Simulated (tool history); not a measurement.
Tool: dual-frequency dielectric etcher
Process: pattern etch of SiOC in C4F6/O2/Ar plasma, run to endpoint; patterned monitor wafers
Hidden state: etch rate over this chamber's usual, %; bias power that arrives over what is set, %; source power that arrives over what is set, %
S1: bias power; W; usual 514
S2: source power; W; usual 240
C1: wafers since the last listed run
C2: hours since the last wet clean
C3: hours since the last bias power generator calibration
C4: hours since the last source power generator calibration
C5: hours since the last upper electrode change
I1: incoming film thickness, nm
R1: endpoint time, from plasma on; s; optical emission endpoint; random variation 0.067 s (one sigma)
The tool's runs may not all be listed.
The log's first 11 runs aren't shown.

-- hour=165.3 bias power generator calibrated
-- hour=188.1 upper electrode replaced
-- hour=203.7 wet clean of the chamber
run 12 hour=204.2 | S1=514 S2=240 | C1=120 C2=0.5 C3=38.9 C4=85.4 C5=16.1 | I1=38.68 | R1=16.2
run 13 hour=204.5 | S1=514 S2=290 | C1=3 C2=0.8 C3=39.2 C4=85.7 C5=16.4 | I1=38.87 | R1=14.6
run 14 hour=204.8 | S1=514 S2=240 | C1=3 C2=1.1 C3=39.5 C4=86.0 C5=16.7 | I1=38.62 | R1=16.1
run 15 hour=205.1 | S1=616 S2=290 | C1=3 C2=1.4 C3=39.8 C4=86.3 C5=17.0 | I1=38.74 | R1=13.7
run 16 hour=205.5 | S1=514 S2=240 | C1=4 C2=1.8 C3=40.2 C4=86.7 C5=17.4 | I1=38.94 | R1=16.4
run 17 hour=211.5 | S1=587 S2=260 | C1=67 C2=7.8 C3=46.2 C4=92.7 C5=23.4 | I1=38.29 | R1=14.6
run 18 hour=225.4 | S1=514 S2=190 | C1=156 C2=21.7 C3=60.1 C4=106.6 C5=37.3 | I1=38.62 | R1=18.7
run 19 hour=235.5 | S1=514 S2=240 | C1=113 C2=31.8 C3=70.2 C4=116.7 C5=47.4 | I1=38.31 | R1=16.0
run 20 hour=250.3 | S1=630 S2=210 | C1=166 C2=46.6 C3=85.0 C4=131.5 C5=62.2 | I1=38.89 | R1=16.4
run 21 hour=264.4 | S1=514 S2=240 | C1=158 C2=60.7 C3=99.1 C4=145.6 C5=76.3 | I1=38.38 | R1=16.0
run 22 hour=271.1 | S1=397 S2=260 | C1=75 C2=67.4 C3=105.8 C4=152.3 C5=83.0 | I1=38.41 | R1=16.7
run 23 hour=285.6 | S1=605 S2=180 | C1=163 C2=81.9 C3=120.3 C4=166.8 C5=97.5 | I1=38.66 | R1=18.5
run 24 hour=302.4 | S1=406 S2=210 | C1=189 C2=98.7 C3=137.1 C4=183.6 C5=114.3 | I1=38.61 | R1=18.8
run 25 hour=318.2 | S1=417 S2=260 | C1=177 C2=114.5 C3=152.9 C4=199.4 C5=130.1 | I1=38.67 | R1=16.5
run 26 hour=325.5 | S1=581 S2=260 | C1=82 C2=121.8 C3=160.2 C4=206.7 C5=137.4 | I1=38.68 | R1=14.7
run 27 hour=337.8 | S1=459 S2=260 | C1=138 C2=134.1 C3=172.5 C4=219.0 C5=149.7 | I1=38.71 | R1=15.8
run 28 hour=346.6 | S1=514 S2=240 | C1=99 C2=142.9 C3=181.3 C4=227.8 C5=158.5 | I1=38.43 | R1=15.9
run 29 hour=357.6 | S1=614 S2=210 | C1=123 C2=153.9 C3=192.3 C4=238.8 C5=169.5 | I1=38.30 | R1=16.1
run 30 hour=370.5 | S1=616 S2=240 | C1=145 C2=166.8 C3=205.2 C4=251.7 C5=182.4 | I1=38.09 | R1=14.7
run 31 hour=379.2 | S1=387 S2=240 | C1=97 C2=175.5 C3=213.9 C4=260.4 C5=191.1 | I1=38.45 | R1=17.5
run 32 hour=392.6 | S1=639 S2=240 | C1=150 C2=188.9 C3=227.3 C4=273.8 C5=204.5 | I1=38.96 | R1=14.9
run 33 hour=399.4 | S1=514 S2=240 | C1=76 C2=195.7 C3=234.1 C4=280.6 C5=211.3 | I1=38.76 | R1=16.0
run 34 hour=412.8 | S1=514 S2=240 | C1=150 C2=209.1 C3=247.5 C4=294.0 C5=224.7 | I1=38.12 | R1=15.8
run 35 hour=426.5 | S1=628 S2=280 | C1=154 C2=222.8 C3=261.2 C4=307.7 C5=238.4 | I1=38.53 | R1=13.7

Forecast each of these 4 alternatives for the next run:
run A hour=426.9 | S1=576 S2=240 | C1=4 C2=223.2 C3=261.6 C4=308.1 C5=238.8 | I1=38.31 | R1=?
run B hour=426.9 | S1=581 S2=280 | C1=4 C2=223.2 C3=261.6 C4=308.1 C5=238.8 | I1=38.31 | R1=?
run C hour=426.9 | S1=589 S2=210 | C1=4 C2=223.2 C3=261.6 C4=308.1 C5=238.8 | I1=38.31 | R1=?
run D hour=426.9 | S1=455 S2=180 | C1=4 C2=223.2 C3=261.6 C4=308.1 C5=238.8 | I1=38.31 | R1=?

run=A R1=15.3
run=B R1=14.0
run=C R1=16.5
run=D R1=20.0
Without the tool's hidden state the same runs would have given:
run=A R1=15.5
run=B R1=14.2
run=C R1=16.7
run=D R1=20.2
